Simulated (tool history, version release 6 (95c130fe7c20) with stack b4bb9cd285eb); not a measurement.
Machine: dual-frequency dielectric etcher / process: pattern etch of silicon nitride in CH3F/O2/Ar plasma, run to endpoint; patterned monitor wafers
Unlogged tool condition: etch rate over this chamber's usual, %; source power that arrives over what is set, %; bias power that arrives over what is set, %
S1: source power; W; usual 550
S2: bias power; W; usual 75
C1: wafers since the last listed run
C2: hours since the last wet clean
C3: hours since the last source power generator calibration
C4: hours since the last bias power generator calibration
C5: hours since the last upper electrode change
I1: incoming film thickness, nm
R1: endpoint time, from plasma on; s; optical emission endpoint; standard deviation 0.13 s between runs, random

run	day	S1	S2	C1	C2	C3	C4	C5	I1	R1
1	0.000	550	75	0	139.3	738.8	2963.2	3305.4	29.79	41.9
2	5.671	550	75	2031	275.4	874.9	3099.3	3441.5	29.72	42.2
3	8.212	550	75	910	336.4	935.9	3160.3	3502.5	29.61	41.9
4	10.396	550	66	782	388.8	988.3	3212.7	3554.9	29.37	44.0
5	11.921	620	75	546	425.4	1024.9	3249.3	3591.5	29.34	39.0
6	13.221	550	75	465	456.6	1056.1	3280.5	3622.7	29.66	42.4
# day 14.617: wet clean of the chamber
7	15.908	550	75	604	31.0	1120.6	3345.0	3687.2	29.66	43.7
8	17.417	550	75	540	67.2	1156.8	3381.2	3723.4	29.69	44.0
9	19.217	550	75	644	110.4	1200.0	3424.4	3766.6	29.51	43.7
10	21.125	550	75	683	156.2	1245.8	3470.2	3812.4	29.65	43.9
11	23.283	550	75	773	208.0	1297.6	3522.0	3864.2	29.52	44.1
# day 26.471: wet clean of the chamber, repeated, since the last time left the tool worse
12	31.833	550	75	2705	128.7	1502.8	3727.2	4069.4	29.39	41.0
13	33.058	550	75	438	158.1	1532.2	3756.6	4098.8	29.44	41.5
14	41.888	550	75	3163	370.0	1744.1	3968.5	4310.7	29.94	42.5
# day 43.062: wet clean of the chamber
15	44.671	550	75	638	38.6	1810.9	4035.3	4377.5	29.30	41.1
# day 45.612: bias power generator calibrated
16	46.942	550	75	753	93.1	1865.4	31.9	4432.0	29.47	41.6
17	48.812	550	75	670	138.0	1910.3	76.8	4476.9	29.64	41.8
# day 51.804: upper electrode replaced
18	51.825	620	70	721	210.3	1982.6	149.1	0.5	29.66	40.3

What does the tool deliver on the next run?
19	52.204	600	66	135	219.4	1991.7	158.2	9.6	29.72	?

Run 19 measured R1 42.0 s.
The same run, on a tool lacking any hidden state, would have yielded R1 41.3 s.
